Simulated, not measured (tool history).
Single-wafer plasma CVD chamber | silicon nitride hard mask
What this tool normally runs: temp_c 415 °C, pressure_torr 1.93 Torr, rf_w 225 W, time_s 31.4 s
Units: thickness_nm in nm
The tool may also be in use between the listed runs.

run	hour	temp_c	pressure_torr	rf_w	time_s	wafers since the last listed run	hours since the last thermocouple change	hours since the last RF generator calibration	hours since the last manometer calibration	hours since the showerhead was replaced	hours since the gauge calibration	read-back reference wafer on the same gauge, thickness_nm	thickness_nm
1	0	415	1.93	225	31.4	0	474.5	1658.5	1020.7	6166.9	1346.3	36.139	30.153
2	80.2	415	1.93	225	31.4	2206	554.7	1738.7	1100.9	6247.1	1426.5	36.161	30.288
3	151.1	415	1.93	195	31.4	1950	625.6	1809.6	1171.8	6318	1497.4	36.142	26.653
# hour 202.8: capacitance manometer re-zeroed and calibrated
4	240.8	415	1.93	195	31.4	2247	715.3	1899.3	38	6407.7	1587.1	36.066	27.292
5	299.4	415	1.83	225	31.4	1612	773.9	1957.9	96.6	6466.3	1645.7	36.113	29.969
6	369.4	415	1.83	225	31.4	1925	843.9	2027.9	166.6	6536.3	1715.7	36.059	29.823
7	428.8	415	1.83	225	31.4	1634	903.3	2087.3	226	6595.7	1775.1	36.125	30.04
8	479.6	415	1.93	225	31.4	1397	954.1	2138.1	276.8	6646.5	1825.9	36.04	30.398
9	574.7	415	1.93	225	31.4	2616	1049.2	2233.2	371.9	6741.6	1921	36.152	30.552
# hour 584: thermocouple changed; heater temperature recalibrated
# hour 634.2: RF generator calibrated
10	677	415	1.93	225	31.4	2374	93	42.8	474.2	6843.9	2023.3	36.045	30.247
11	722.1	415	1.93	225	31.4	1240	138.1	87.9	519.3	6889	2068.4	36.101	30.171
# hour 764.5: gauge calibrated
12	797	415	1.93	225	31.4	2060	213	162.8	594.2	6963.9	32.5	36.077	30.325
13	878.2	401	1.93	240	31.4	2233	294.2	244	675.4	7045.1	113.7	36.12	31.955
14	934	415	1.93	225	31.4	1535	350	299.8	731.2	7100.9	169.5	36.101	30.319
15	1029.6	415	1.6	225	27	2629	445.6	395.4	826.8	7196.5	265.1	36.076	24.482
16	1070.1	415	1.6	225	27	1114	486.1	435.9	867.3	7237	305.6	36.12	24.564
17	1159.9	421	2.39	195	27.1	2470	575.9	525.7	957.1	7326.8	395.4	36.096	24.41
18	1229.8	407	1.62	225	26.5	1922	645.8	595.6	1027	7396.7	465.3	36.105	24.363
# hour 1387: capacitance manometer re-zeroed and calibrated
# hour 1459.6: thermocouple changed; heater temperature recalibrated
# hour 1496.6: showerhead replaced
19	1540.5	405	1.93	265	35.3	7887	80.9	906.3	153.5	43.9	776	36.13	39.637
20	1578.5	427	2.14	200	25.3	1045	118.9	944.3	191.5	81.9	814	36.142	22.703
21	1642.5	415	1.93	225	35.5	1760	182.9	1008.3	255.5	145.9	878	36.034	34.544
22	1704.2	415	1.93	225	31.4	1697	244.6	1070	317.2	207.6	939.7	36.066	30.539
23	1768.5	415	1.93	225	31.4	1768	308.9	1134.3	381.5	271.9	1004	36.061	30.373
24	1825.9	415	2.41	225	25.2	1579	366.3	1191.7	438.9	329.3	1061.4	36.04	25.578
25	1880.6	420	1.93	225	31.4	1504	421	1246.4	493.6	384	1116.1	36.114	30.187

Each row is a separate what-if for the run after 25, all from the same tool condition, not one after another. Results?
A	1881	415	1.93	225	31.4	11	421.4	1246.8	494	384.4	1116.5	?	?
B	1881	415	1.93	225	33.4	11	421.4	1246.8	494	384.4	1116.5	?	?
C	1881	415	1.93	225	26.6	11	421.4	1246.8	494	384.4	1116.5	?	?
D	1881	415	1.93	225	26.1	11	421.4	1246.8	494	384.4	1116.5	?	?
E	1881	401	1.93	190	26.8	11	421.4	1246.8	494	384.4	1116.5	?	?

run	read-back reference wafer on the same gauge, thickness_nm	thickness_nm
A	36.035	30.098
B	36.035	32.01
C	36.035	25.507
D	36.035	25.029
E	36.035	22.493
Without the tool's unlogged condition, the same runs would have read:
run	thickness_nm
A	30.559
B	32.501
C	25.898
D	25.412
E	22.838
